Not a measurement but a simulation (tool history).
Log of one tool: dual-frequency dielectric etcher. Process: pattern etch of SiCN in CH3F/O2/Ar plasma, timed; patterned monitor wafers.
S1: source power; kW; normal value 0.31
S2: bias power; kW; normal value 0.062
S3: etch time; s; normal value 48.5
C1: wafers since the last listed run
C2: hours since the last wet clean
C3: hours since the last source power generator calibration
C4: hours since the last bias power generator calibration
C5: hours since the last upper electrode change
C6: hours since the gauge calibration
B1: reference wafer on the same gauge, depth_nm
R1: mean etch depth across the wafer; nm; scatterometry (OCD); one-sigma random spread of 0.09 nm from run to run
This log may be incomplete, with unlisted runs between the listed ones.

run,hour,S1,S2,S3,C1,C2,C3,C4,C5,C6,B1,R1
1,0,0.31,0.062,48.5,0,159.1,2955.8,5103.2,3576.3,211,17.1,16.56
2,15.4,0.31,0.062,48.5,265,174.5,2971.2,5118.6,3591.7,226.4,17.11,16.58
3,24.8,0.31,0.062,48.5,161,183.9,2980.6,5128,3601.1,235.8,17.1,16.5
4,42.3,0.31,0.062,48.5,301,201.4,2998.1,5145.5,3618.6,253.3,17.11,16.44
5,57,0.37,0.062,48.5,253,216.1,3012.8,5160.2,3633.3,268,17.12,17.6
# hour 90.2: upper electrode replaced
6,90.7,0.36,0.062,48.5,167,249.8,3046.5,5193.9,0.5,301.7,17.09,17.44
7,91.3,0.36,0.062,48.5,10,250.4,3047.1,5194.5,1.1,302.3,17.09,17.38
# hour 99.5: source power generator calibrated
8,107.9,0.36,0.062,48.5,216,267,8.4,5211.1,17.7,318.9,17.07,17.28
9,123.7,0.25,0.054,48.5,272,282.8,24.2,5226.9,33.5,334.7,17.07,14.9
# hour 131.1: bias power generator calibrated
10,136.2,0.25,0.054,48.5,146,295.3,36.7,5.1,46,347.2,17.1,14.9
11,149.2,0.31,0.062,48.5,223,308.3,49.7,18.1,59,360.2,17.08,16.6
12,166.9,0.31,0.062,48.5,304,326,67.4,35.8,76.7,377.9,17.09,16.48
13,181.9,0.26,0.062,57,258,341,82.4,50.8,91.7,392.9,17.12,18.13
14,188.1,0.33,0.051,48.5,106,347.2,88.6,57,97.9,399.1,17.09,16.22
# hour 188.4: gauge calibrated
15,201.8,0.31,0.062,48.5,235,360.9,102.3,70.7,111.6,13.4,17.09,16.53
16,217.1,0.31,0.072,48.5,263,376.2,117.6,86,126.9,28.7,17.11,17.23
17,223.5,0.31,0.062,48.5,110,382.6,124,92.4,133.3,35.1,17.12,16.57
18,241.3,0.31,0.062,48.5,306,400.4,141.8,110.2,151.1,52.9,17.1,16.49
# hour 273.2: wet clean of the chamber
19,273.7,0.33,0.067,42.5,144,0.5,174.2,142.6,183.5,85.3,17.1,14.93
20,274,0.38,0.071,48.5,5,0.8,174.5,142.9,183.8,85.6,17.08,18.39
21,283.2,0.38,0.062,48.5,158,10,183.7,152.1,193,94.8,17.09,17.86
22,299.9,0.31,0.062,48.5,287,26.7,200.4,168.8,209.7,111.5,17.08,16.55
23,307.1,0.31,0.062,48.5,123,33.9,207.6,176,216.9,118.7,17.11,16.49
24,320.7,0.36,0.053,57.5,234,47.5,221.2,189.6,230.5,132.3,17.1,19.77
25,327.5,0.31,0.062,48.5,117,54.3,228,196.4,237.3,139.1,17.1,16.59
26,334,0.31,0.071,56,111,60.8,234.5,202.9,243.8,145.6,17.09,19.6
27,351,0.38,0.046,62,292,77.8,251.5,219.9,260.8,162.6,17.09,21.26
28,361.1,0.31,0.062,57.5,173,87.9,261.6,230,270.9,172.7,17.11,19.58

For run 29, what comes out?
29,370.3,0.25,0.047,42,158,97.1,270.8,239.2,280.1,181.9,?,?

Run 29 yielded B1 17.1, R1 12.58 nm.
Without the tool's hidden state the same run would have given R1 12.58 nm.
